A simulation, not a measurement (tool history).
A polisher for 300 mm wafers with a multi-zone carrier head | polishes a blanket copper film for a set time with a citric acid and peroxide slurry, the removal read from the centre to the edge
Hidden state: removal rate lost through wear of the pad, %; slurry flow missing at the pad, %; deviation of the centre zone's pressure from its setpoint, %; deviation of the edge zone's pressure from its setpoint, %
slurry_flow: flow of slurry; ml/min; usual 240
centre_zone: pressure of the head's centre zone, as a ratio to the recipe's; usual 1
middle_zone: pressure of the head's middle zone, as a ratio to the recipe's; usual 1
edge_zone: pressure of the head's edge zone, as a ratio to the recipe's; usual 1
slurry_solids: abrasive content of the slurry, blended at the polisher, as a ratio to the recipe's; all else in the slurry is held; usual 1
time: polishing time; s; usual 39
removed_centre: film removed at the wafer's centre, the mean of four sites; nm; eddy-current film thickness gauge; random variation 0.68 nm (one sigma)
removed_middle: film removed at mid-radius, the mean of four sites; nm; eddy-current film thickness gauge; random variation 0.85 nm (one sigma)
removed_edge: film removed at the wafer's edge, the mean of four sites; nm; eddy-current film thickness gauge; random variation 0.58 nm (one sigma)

run	day	slurry_flow	centre_zone	middle_zone	edge_zone	slurry_solids	time	wafers since the last listed run	wafers polished on this pad	hours since the slurry nozzle was cleaned	hours since the centre zone pressure was calibrated	hours since the edge zone pressure was calibrated	hours since the carrier head's membrane was replaced	incoming thickness of the incoming film, nm	removed_centre	removed_middle	removed_edge
1	0	240	1	1	1	0.95	39	0	602	263.5	712.5	766.6	1087.9	1273.9	61	61.7	60.4
2	0.896	240	1	1	1	0.95	39	270	873	285	734	788.1	1109.4	1265	59.6	59.8	60.9
3	1.7	240	1	1.08	1	1	39	243	1116	304.3	753.3	807.4	1128.7	1256.2	60.5	64.8	62.6
4	2.304	240	1	1	1	1	39	182	1299	318.8	767.8	821.9	1143.2	1244.9	60.5	60.9	61.2
5	2.842	240	1	1	1	1	39	162	1461	331.7	780.7	834.8	1156.1	1260.2	60.8	60.6	60.2
# day 3.1: worn pad replaced by a new one
6	7.262	190	1	1	1	1	39	1286	1259	437.8	886.8	940.9	1262.2	1271.1	58.2	57.1	59.1
7	8.592	190	1	1	1	1	39	401	1661	469.7	918.7	972.8	1294.1	1281.7	56.1	58.2	58
# day 8.904: worn pad replaced by a new one
8	9.758	190	1	1	1	1	39	302	258	497.7	946.7	1000.8	1322.1	1294.1	57.2	58.6	59.3
9	10.462	240	1	1	1	1	39	212	471	514.6	963.6	1017.7	1339	1267.4	60.3	60.1	60.9
10	11.796	240	1	1	1	1	39	403	874	546.6	995.6	1049.7	1371	1280.5	59.3	59.1	59.3
11	12.767	240	1	1	1	1	39	293	1167	569.9	1018.9	1073	1394.3	1294.2	58.2	58.6	59.8
# day 13.242: centre zone pressure recalibrated
12	13.358	240	0.92	0.94	1.1	0.8	39	153	1321	584.1	2.8	1087.2	1408.5	1289.5	52.4	54.4	60.6
# day 13.958: worn pad replaced by a new one
13	14.25	240	1	1	1	1	39	219	88	605.5	24.2	1108.6	1429.9	1255.9	58.8	59.4	58.6
14	14.958	220	1	1	1	1.15	39	214	302	622.5	41.2	1125.6	1446.9	1251.4	58.8	60.1	60
15	16.3	240	0.89	1	0.93	1	50	405	708	654.7	73.4	1157.8	1479.1	1261.3	67.3	75.3	73.6
# day 16.375: slurry nozzle cleaned
16	17.408	240	1	1	1	1	39	322	1030	24.8	100	1184.4	1505.7	1293.7	54	55.5	58
# day 17.654: edge zone pressure recalibrated
17	18.267	290	1	1.1	1	0.8	39	234	1265	45.4	120.6	14.7	1526.3	1266.7	55	58.8	57.9
# day 18.55: carrier head's membrane replaced by a new one
# day 18.85: worn pad replaced by a new one
18	19.571	205	0.93	1	1.09	1	39	281	218	76.7	151.9	46	24.5	1262.1	49.2	54.1	58.2
# day 20.438: slurry nozzle cleaned, repeated, since the last time left the tool worse
19	20.692	175	1.1	1	1.07	1	39	326	544	6.1	178.8	72.9	51.4	1261.1	63.4	57.2	61.5
20	21.996	170	1	1	1	0.7	39	394	939	37.4	210.1	104.2	82.7	1275.8	55.8	56.2	58.4
21	23.421	240	0.91	1	1	1.1	39	430	1370	71.6	244.3	138.4	116.9	1261.5	56	60.5	63.3
# day 24.396: worn pad replaced by a new one
22	24.675	240	1	1.06	1	0.8	39	328	84	101.7	274.4	168.5	147	1270.6	59	62.2	59.1

Forecast each of these 3 alternatives for the next run:
A	24.692	240	1	1	1	1	52	5	89	102.1	274.8	168.9	147.4	1261.6	?	?	?
B	24.692	240	1	1	0.92	1.25	39	5	89	102.1	274.8	168.9	147.4	1261.6	?	?	?
C	24.692	240	1	0.9	1	1	33	5	89	102.1	274.8	168.9	147.4	1261.6	?	?	?

run	removed_centre	removed_middle	removed_edge
A	81.2	81.1	81.3
B	62.7	62.5	60.8
C	51.5	47.1	51.7
Without the tool's hidden state the same runs would have given:
run	removed_centre	removed_middle	removed_edge
A	81.5	81.3	81.5
B	62.9	62.7	61
C	51.7	47.3	51.8
